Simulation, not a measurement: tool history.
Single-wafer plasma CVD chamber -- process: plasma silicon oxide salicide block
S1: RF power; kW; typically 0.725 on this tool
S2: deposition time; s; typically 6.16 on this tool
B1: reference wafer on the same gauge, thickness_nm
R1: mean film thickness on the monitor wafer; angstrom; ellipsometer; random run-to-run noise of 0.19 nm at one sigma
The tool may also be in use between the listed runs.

run,hour,S1,S2,B1,R1
1,0,0.615,6.16,64.569,661.38
2,82,0.615,6.16,64.769,664.62
3,174.4,0.615,6.16,64.993,666.73
4,267.4,0.725,6.16,65.435,699.02
5,317.3,0.725,6.16,65.471,703.87
6,402.3,0.725,6.16,65.837,707.49
7,440.6,0.725,6.16,65.959,707.1
# hour 454.7: gauge calibrated
8,534.7,0.725,6.16,63.283,681.06
9,642.1,0.725,6.16,63.357,680.2
10,716.3,0.725,6.16,63.412,681.11
11,774.1,0.725,6.16,63.431,684.1
12,818.9,0.725,5.36,63.51,594.62
13,886.2,0.87,6.16,63.568,717.81
# hour 1064: RF generator calibrated
14,1197.2,0.78,5.26,64.11,600.68
15,1366.6,0.82,6.76,64.571,788.58
# hour 1421.5: showerhead replaced
16,1448.2,0.725,6.16,64.857,691.34
# hour 1617: gauge calibrated
17,1636.3,0.79,6.48,63.685,736.19
18,1700.5,0.725,5.28,63.649,586.86
19,1797.5,0.605,7.16,63.617,754.69
20,1843.7,0.66,6.64,63.647,719.33
21,1943,0.725,7.18,63.806,799.74
22,1995,0.725,6.16,63.871,688.54
23,2045,0.78,5.26,63.931,598.23
24,2143.7,0.725,6.16,64.107,691.5

Each row is a separate what-if for the run after 24, all from the same tool condition, not one after another. Results?
A,2144.1,0.725,6.16,?,?
B,2144.1,0.84,5.03,?,?
C,2144.1,0.785,5.09,?,?
D,2144.1,0.86,5.19,?,?
E,2144.1,0.725,6.47,?,?

run,B1,R1
A,63.987,688.87
B,63.987,586.12
C,63.987,581.97
D,63.987,608.78
E,63.987,723.54
Without the tool's unlogged condition, the same runs would have read:
run,R1
A,682.76
B,580.93
C,576.81
D,603.38
E,717.12
